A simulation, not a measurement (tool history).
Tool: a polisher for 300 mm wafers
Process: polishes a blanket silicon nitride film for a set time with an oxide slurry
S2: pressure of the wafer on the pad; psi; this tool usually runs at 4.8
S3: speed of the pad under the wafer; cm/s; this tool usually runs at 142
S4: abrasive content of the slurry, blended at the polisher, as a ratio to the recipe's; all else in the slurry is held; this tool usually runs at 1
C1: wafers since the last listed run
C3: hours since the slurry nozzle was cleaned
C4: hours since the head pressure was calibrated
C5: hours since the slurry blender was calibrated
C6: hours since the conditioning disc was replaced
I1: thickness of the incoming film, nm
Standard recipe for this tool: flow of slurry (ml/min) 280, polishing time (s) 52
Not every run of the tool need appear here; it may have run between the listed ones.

Run 1, hour 0: usual settings but flow of slurry (ml/min) 210; C1 0; wafers polished on this pad 592; C3 686.3; C4 1150.4; C5 32.4; C6 19.5; I1 622. Result: film removed (Å) 467.
Run 2, hour 17.9: usual settings but flow of slurry (ml/min) 210; C1 129; wafers polished on this pad 721; C3 704.2; C4 1168.3; C5 50.3; C6 37.4; I1 612.8. Result: film removed (Å) 442.
Run 3, hour 28.7: usual settings; C1 78; wafers polished on this pad 800; C3 715; C4 1179.1; C5 61.1; C6 48.2; I1 601.1. Result: film removed (Å) 466.
At hour 34.5: worn pad replaced by a new one.
Run 4, hour 41.5: usual settings; C1 63; wafers polished on this pad 50; C3 727.8; C4 1191.9; C5 73.9; C6 61; I1 610.3. Result: film removed (Å) 519.
Run 5, hour 55.5: usual settings; C1 101; wafers polished on this pad 152; C3 741.8; C4 1205.9; C5 87.9; C6 75; I1 612.8. Result: film removed (Å) 523.
Run 6, hour 69.5: usual settings but S2 4.1 psi; C1 101; wafers polished on this pad 253; C3 755.8; C4 1219.9; C5 101.9; C6 89; I1 615.2. Result: film removed (Å) 432.
Run 7, hour 83.7: usual settings but S2 4.1 psi; C1 103; wafers polished on this pad 356; C3 770; C4 1234.1; C5 116.1; C6 103.2; I1 602.6. Result: film removed (Å) 444.
Run 8, hour 100.7: usual settings but S2 4.1 psi; C1 123; wafers polished on this pad 480; C3 787; C4 1251.1; C5 133.1; C6 120.2; I1 606.7. Result: film removed (Å) 423.
Run 9, hour 108.2: usual settings; C1 54; wafers polished on this pad 534; C3 794.5; C4 1258.6; C5 140.6; C6 127.7; I1 616.2. Result: film removed (Å) 484.
At hour 115.7: slurry blender recalibrated.
At hour 115.8: head pressure recalibrated.
Run 10, hour 122.6: usual settings; C1 88; wafers polished on this pad 623; C3 808.9; C4 6.8; C5 6.9; C6 142.1; I1 617.1. Result: film removed (Å) 493.
Run 11, hour 135.1: usual settings; C1 90; wafers polished on this pad 714; C3 821.4; C4 19.3; C5 19.4; C6 154.6; I1 611. Result: film removed (Å) 471.
Run 12, hour 146.7: usual settings but S2 4.1 psi; C1 84; wafers polished on this pad 798; C3 833; C4 30.9; C5 31; C6 166.2; I1 617. Result: film removed (Å) 391.
At hour 152.2: worn pad replaced by a new one.
Run 13, hour 155.1: usual settings; C1 31; wafers polished on this pad 20; C3 841.4; C4 39.3; C5 39.4; C6 174.6; I1 616.8. Result: film removed (Å) 539.
At hour 164.6: conditioning disc replaced and pad reconditioned.
Run 14, hour 165.8: usual settings but flow of slurry (ml/min) 365, polishing time (s) 41; C1 63; wafers polished on this pad 83; C3 852.1; C4 50; C5 50.1; C6 1.2; I1 599.3. Result: film removed (Å) 430.
At hour 169.9: slurry nozzle cleaned.
Run 15, hour 172.6: usual settings but flow of slurry (ml/min) 330, polishing time (s) 58; C1 42; wafers polished on this pad 125; C3 2.7; C4 56.8; C5 56.9; C6 8; I1 611.6. Result: film removed (Å) 603.
Run 16, hour 183.1: usual settings but flow of slurry (ml/min) 335, S3 112 cm/s; C1 76; wafers polished on this pad 202; C3 13.2; C4 67.3; C5 67.4; C6 18.5; I1 623.8. Result: film removed (Å) 444.
Run 17, hour 197.5: usual settings but polishing time (s) 44; C1 104; wafers polished on this pad 306; C3 27.6; C4 81.7; C5 81.8; C6 32.9; I1 597.4. Result: film removed (Å) 431.
Run 18, hour 211.7: usual settings but S4 0.9; C1 103; wafers polished on this pad 409; C3 41.8; C4 95.9; C5 96; C6 47.1; I1 603.8. Result: film removed (Å) 475.
Run 19, hour 227.2: usual settings; C1 112; wafers polished on this pad 521; C3 57.3; C4 111.4; C5 111.5; C6 62.6; I1 614.6. Result: film removed (Å) 483.
Run 20, hour 242.9: usual settings but S3 168 cm/s; C1 113; wafers polished on this pad 635; C3 73; C4 127.1; C5 127.2; C6 78.3; I1 609.5. Result: film removed (Å) 543.
Run 21, hour 252: usual settings but flow of slurry (ml/min) 225, polishing time (s) 41; C1 66; wafers polished on this pad 701; C3 82.1; C4 136.2; C5 136.3; C6 87.4; I1 606.9. Result: film removed (Å) 362.
Run 22, hour 260.6: usual settings but S2 4.3 psi, S3 174 cm/s, polishing time (s) 64; C1 62; wafers polished on this pad 764; C3 90.7; C4 144.8; C5 144.9; C6 96; I1 606.5. Result: film removed (Å) 615.

Below are 3 alternative next runs, each starting from the tool's condition after run 22. Predict each:
Run A, hour 261: usual settings but S3 94 cm/s; C1 2; wafers polished on this pad 767; C3 91.1; C4 145.2; C5 145.3; C6 96.4; I1 608.2. Result: film removed (Å) ?.
Run B, hour 261: usual settings but flow of slurry (ml/min) 330; C1 2; wafers polished on this pad 767; C3 91.1; C4 145.2; C5 145.3; C6 96.4; I1 608.2. Result: film removed (Å) ?.
Run C, hour 261: usual settings but flow of slurry (ml/min) 255, S4 1.1; C1 2; wafers polished on this pad 767; C3 91.1; C4 145.2; C5 145.3; C6 96.4; I1 608.2. Result: film removed (Å) ?.

run  film removed (Å)
  A               335
  B               474
  C               480
Without the tool's hidden state the same runs would have given:
run  film removed (Å)
  A               384
  B               543
  C               550
